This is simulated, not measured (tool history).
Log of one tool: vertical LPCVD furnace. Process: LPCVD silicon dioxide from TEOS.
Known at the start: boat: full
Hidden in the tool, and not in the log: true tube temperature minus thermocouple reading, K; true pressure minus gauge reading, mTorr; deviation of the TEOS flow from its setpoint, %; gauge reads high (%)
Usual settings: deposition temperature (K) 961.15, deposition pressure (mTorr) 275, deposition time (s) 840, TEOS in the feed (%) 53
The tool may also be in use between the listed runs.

run,hour,deposition temperature (K),deposition pressure (mTorr),deposition time (s),TEOS in the feed (%),wafers since the last listed run,hours since the last temperature calibration,hours since the pressure gauge was zeroed,hours since the TEOS flow controller was replaced,hours since the gauge calibration,"read-back reference wafer on the same gauge, thickness",film thickness on the monitor wafer in the middle of the boat (nm)
1,0,961.15,275,840,57,0,4843.4,4264.2,3154,25.9,57.59,65.89
2,15.8,961.15,275,840,53,348,4859.2,4280,3169.8,41.7,57.61,63.55
3,22.6,961.15,275,840,53,150,4866,4286.8,3176.6,48.5,57.6,63.59
4,36.9,961.15,275,840,53,315,4880.3,4301.1,3190.9,62.8,57.6,63.63
5,53,961.15,275,840,53,355,4896.4,4317.2,3207,78.9,57.6,63.47
6,69.2,961.15,275,840,53,357,4912.6,4333.4,3223.2,95.1,57.6,63.47
# hour 94.8: thermocouples replaced and temperature profile calibrated
# hour 114.7: pressure gauge zeroed
7,115.2,963.15,275,840,53,44,20.4,0.5,3269.2,141.1,57.61,66.72
8,118.4,961.15,235,840,53,70,23.6,3.7,3272.4,144.3,57.59,58.8
# hour 146.1: TEOS flow controller replaced
9,146.6,961.15,275,840,62,92,51.8,31.9,0.5,172.5,57.6,68.8
10,149.8,967.15,305,960,60,70,55,35.1,3.7,175.7,57.61,93.91
11,153.9,961.15,315,990,53,90,59.1,39.2,7.8,179.8,57.59,80.08
# hour 161.2: gauge calibrated
12,167.6,961.15,275,840,62,302,72.8,52.9,21.5,6.4,57.6,68.62
13,179.7,961.15,275,840,53,267,84.9,65,33.6,18.5,57.6,63.55
14,189.1,950.15,275,840,53,207,94.3,74.4,43,27.9,57.6,48.89
15,195.1,961.15,275,990,62,132,100.3,80.4,49,33.9,57.59,81.05
16,210.3,954.15,210,1140,46,335,115.5,95.6,64.2,49.1,57.59,59.39

What the log doesn't show, run by run:
true tube temperature minus thermocouple reading, K: 0 in every run
true pressure minus gauge reading, mTorr: 0 in every run
deviation of the TEOS flow from its setpoint, %: 0 in every run
gauge reads high (%): 0 in every run
